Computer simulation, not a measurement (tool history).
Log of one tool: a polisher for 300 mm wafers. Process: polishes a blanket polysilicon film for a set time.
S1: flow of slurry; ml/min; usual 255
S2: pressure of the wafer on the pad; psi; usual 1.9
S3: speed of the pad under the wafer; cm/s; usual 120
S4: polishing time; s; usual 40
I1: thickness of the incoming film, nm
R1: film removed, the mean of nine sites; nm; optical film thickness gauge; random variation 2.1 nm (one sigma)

{"run": 1, "hour": 0.0, "S1": 255, "S2": 1.9, "S3": 120, "S4": 40, "I1": 1152.8, "R1": 304}
{"hour": 9.3, "done": "slurry nozzle cleaned"}
{"run": 2, "hour": 33.4, "S1": 210, "S2": 1.9, "S3": 120, "S4": 40, "I1": 1144.3, "R1": 302.6}
{"run": 3, "hour": 50.4, "S1": 210, "S2": 1.9, "S3": 120, "S4": 40, "I1": 1140.2, "R1": 302.2}
{"run": 4, "hour": 80.9, "S1": 255, "S2": 1.9, "S3": 120, "S4": 40, "I1": 1134.5, "R1": 309}
{"run": 5, "hour": 106.2, "S1": 275, "S2": 1.9, "S3": 130, "S4": 40, "I1": 1145.8, "R1": 325.5}
{"run": 6, "hour": 135.5, "S1": 255, "S2": 1.6, "S3": 120, "S4": 40, "I1": 1140.2, "R1": 250.2}
{"run": 7, "hour": 154.4, "S1": 255, "S2": 1.6, "S3": 120, "S4": 40, "I1": 1144.8, "R1": 250.5}
{"run": 8, "hour": 174.8, "S1": 255, "S2": 1.6, "S3": 120, "S4": 40, "I1": 1123.7, "R1": 249.9}
{"run": 9, "hour": 209.6, "S1": 255, "S2": 1.9, "S3": 120, "S4": 40, "I1": 1151.6, "R1": 293.8}
{"run": 10, "hour": 225.3, "S1": 255, "S2": 1.9, "S3": 120, "S4": 40, "I1": 1126.6, "R1": 293.7}
{"hour": 233.4, "done": "worn pad replaced by a new one"}
{"run": 11, "hour": 257.7, "S1": 255, "S2": 1.9, "S3": 120, "S4": 40, "I1": 1142.2, "R1": 301.6}
{"run": 12, "hour": 273.4, "S1": 255, "S2": 1.9, "S3": 120, "S4": 40, "I1": 1144.9, "R1": 301.4}
{"run": 13, "hour": 288.1, "S1": 255, "S2": 1.9, "S3": 120, "S4": 40, "I1": 1143.9, "R1": 304.2}
{"run": 14, "hour": 303.4, "S1": 185, "S2": 1.9, "S3": 120, "S4": 40, "I1": 1130.2, "R1": 285.7}
{"run": 15, "hour": 320.2, "S1": 185, "S2": 1.9, "S3": 120, "S4": 40, "I1": 1145.9, "R1": 285.3}
{"run": 16, "hour": 350.1, "S1": 185, "S2": 1.9, "S3": 120, "S4": 40, "I1": 1119.5, "R1": 279.5}
{"run": 17, "hour": 370.5, "S1": 255, "S2": 1.7, "S3": 142, "S4": 40, "I1": 1135.2, "R1": 298.3}
{"hour": 394.3, "done": "slurry nozzle cleaned"}
{"run": 18, "hour": 406.3, "S1": 280, "S2": 1.6, "S3": 132, "S4": 35, "I1": 1133.6, "R1": 241.1}
{"hour": 427.8, "done": "worn pad replaced by a new one"}
{"run": 19, "hour": 481.8, "S1": 255, "S2": 2.2, "S3": 120, "S4": 40, "I1": 1123.9, "R1": 361.8}
{"run": 20, "hour": 496.4, "S1": 255, "S2": 2.4, "S3": 138, "S4": 40, "I1": 1136.6, "R1": 438.3}
{"run": 21, "hour": 530.7, "S1": 335, "S2": 1.6, "S3": 106, "S4": 34, "I1": 1132.6, "R1": 201.7}
{"run": 22, "hour": 563.4, "S1": 255, "S2": 1.3, "S3": 152, "S4": 40, "I1": 1131.9, "R1": 250}
{"run": 23, "hour": 585.0, "S1": 335, "S2": 1.9, "S3": 120, "S4": 40, "I1": 1129.7, "R1": 305.5}
{"run": 24, "hour": 618.6, "S1": 335, "S2": 1.6, "S3": 106, "S4": 34, "I1": 1133.9, "R1": 197}
{"hour": 621.5, "done": "head pressure recalibrated"}
{"run": 25, "hour": 631.4, "S1": 255, "S2": 1.9, "S3": 120, "S4": 40, "I1": 1136.6, "R1": 293.8}
{"hour": 665.2, "done": "worn pad replaced by a new one"}
{"run": 26, "hour": 665.7, "S1": 180, "S2": 2.5, "S3": 96, "S4": 48, "I1": 1132.5, "R1": 387.5}
{"run": 27, "hour": 700.1, "S1": 255, "S2": 1.9, "S3": 156, "S4": 40, "I1": 1126.5, "R1": 372}
{"run": 28, "hour": 777.4, "S1": 255, "S2": 1.9, "S3": 120, "S4": 40, "I1": 1132.7, "R1": 293.3}
{"run": 29, "hour": 790.9, "S1": 255, "S2": 1.9, "S3": 90, "S4": 29, "I1": 1149.4, "R1": 168.5}
{"run": 30, "hour": 804.6, "S1": 195, "S2": 2.6, "S3": 120, "S4": 35, "I1": 1140.1, "R1": 333.4}
{"hour": 811.7, "done": "slurry nozzle cleaned"}
{"run": 31, "hour": 821.3, "S1": 255, "S2": 1.5, "S3": 134, "S4": 31, "I1": 1119.5, "R1": 201}
{"run": 32, "hour": 843.9, "S1": 255, "S2": 1.9, "S3": 120, "S4": 40, "I1": 1120.4, "R1": 294.6}
{"run": 33, "hour": 867.7, "S1": 295, "S2": 2.1, "S3": 160, "S4": 29, "I1": 1149.8, "R1": 308.4}
{"run": 34, "hour": 897.5, "S1": 255, "S2": 1.9, "S3": 120, "S4": 45, "I1": 1139.3, "R1": 328.6}
{"hour": 910.6, "done": "worn pad replaced by a new one"}
{"run": 35, "hour": 912.0, "S1": 255, "S2": 1.7, "S3": 158, "S4": 40, "I1": 1143.6, "R1": 353.4}
{"run": 36, "hour": 924.7, "S1": 255, "S2": 1.9, "S3": 120, "S4": 40, "I1": 1157.1, "R1": 308.1}
{"run": 37, "hour": 949.2, "S1": 255, "S2": 2.5, "S3": 120, "S4": 47, "I1": 1138.5, "R1": 472.9}

Forecast each of these 4 alternatives for the next run:
{"run": "A", "hour": 949.6, "S1": 255, "S2": 1.9, "S3": 88, "S4": 40, "I1": 1158.5, "R1": "?"}
{"run": "B", "hour": 949.6, "S1": 305, "S2": 1.3, "S3": 120, "S4": 46, "I1": 1158.5, "R1": "?"}
{"run": "C", "hour": 949.6, "S1": 255, "S2": 2.4, "S3": 120, "S4": 40, "I1": 1158.5, "R1": "?"}
{"run": "D", "hour": 949.6, "S1": 285, "S2": 1.9, "S3": 120, "S4": 36, "I1": 1158.5, "R1": "?"}

run=A R1=238.8
run=B R1=243.2
run=C R1=383.2
run=D R1=276.3
Without the tool's hidden state the same runs would have given:
run=A R1=245.7
run=B R1=249.6
run=C R1=394.3
run=D R1=283.9
